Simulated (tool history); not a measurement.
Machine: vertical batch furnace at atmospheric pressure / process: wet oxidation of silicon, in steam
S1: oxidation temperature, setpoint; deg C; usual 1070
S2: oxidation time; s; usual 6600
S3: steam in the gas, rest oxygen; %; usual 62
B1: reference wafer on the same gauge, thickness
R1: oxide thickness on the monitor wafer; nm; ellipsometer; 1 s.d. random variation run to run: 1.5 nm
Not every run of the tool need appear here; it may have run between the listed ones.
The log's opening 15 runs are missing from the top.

run 16 day=13.792 | S1=1070 S2=6600 S3=62 | B1=667.89 | R1=663.02
run 17 day=14.971 | S1=1070 S2=4170 S3=62 | B1=668.00 | R1=517.67
run 18 day=15.617 | S1=1070 S2=5370 S3=67 | B1=667.95 | R1=619.69
run 19 day=16.833 | S1=1070 S2=5280 S3=70 | B1=667.78 | R1=628.04
-- day=18.392 steam generator serviced
run 20 day=18.412 | S1=1056 S2=6600 S3=66 | B1=667.63 | R1=638.66
run 21 day=19.496 | S1=1070 S2=6600 S3=62 | B1=667.82 | R1=649.59
run 22 day=20.750 | S1=1070 S2=6600 S3=62 | B1=668.31 | R1=647.60
-- day=21.083 gauge calibrated
run 23 day=23.571 | S1=1070 S2=3300 S3=59 | B1=667.92 | R1=429.46
run 24 day=24.796 | S1=1094 S2=5550 S3=71 | B1=668.64 | R1=690.56
run 25 day=25.567 | S1=1061 S2=6600 S3=67 | B1=668.12 | R1=653.32
run 26 day=26.717 | S1=1061 S2=4200 S3=73 | B1=667.86 | R1=534.35
-- day=27.733 thermocouples replaced and temperature profile calibrated
-- day=27.833 steam generator serviced, repeated, since the last time left the tool worse
run 27 day=30.254 | S1=1070 S2=9270 S3=72 | B1=668.41 | R1=887.63
run 28 day=31.062 | S1=1048 S2=6600 S3=70 | B1=667.45 | R1=670.47
run 29 day=32.438 | S1=1070 S2=6600 S3=52 | B1=667.88 | R1=616.85
run 30 day=33.471 | S1=1089 S2=6600 S3=62 | B1=668.56 | R1=729.76
run 31 day=34.462 | S1=1080 S2=6600 S3=62 | B1=667.56 | R1=703.72
run 32 day=35.867 | S1=1070 S2=6600 S3=62 | B1=668.07 | R1=678.94
run 33 day=38.308 | S1=1070 S2=6600 S3=54 | B1=667.75 | R1=631.13

Each row is a separate what-if for the run after 33, all from the same tool condition, not one after another. Results?
run A day=38.533 | S1=1070 S2=6600 S3=62 | B1=? | R1=?
run B day=38.533 | S1=1077 S2=6600 S3=73 | B1=? | R1=?
run C day=38.533 | S1=1070 S2=4050 S3=69 | B1=? | R1=?

run=A B1=668.48 R1=675.89
run=B B1=668.48 R1=757.06
run=C B1=668.48 R1=548.03
Stripped of hidden state, with their random variation kept, the same runs would have yielded:
run=A R1=683.73
run=B R1=765.73
run=C R1=554.49

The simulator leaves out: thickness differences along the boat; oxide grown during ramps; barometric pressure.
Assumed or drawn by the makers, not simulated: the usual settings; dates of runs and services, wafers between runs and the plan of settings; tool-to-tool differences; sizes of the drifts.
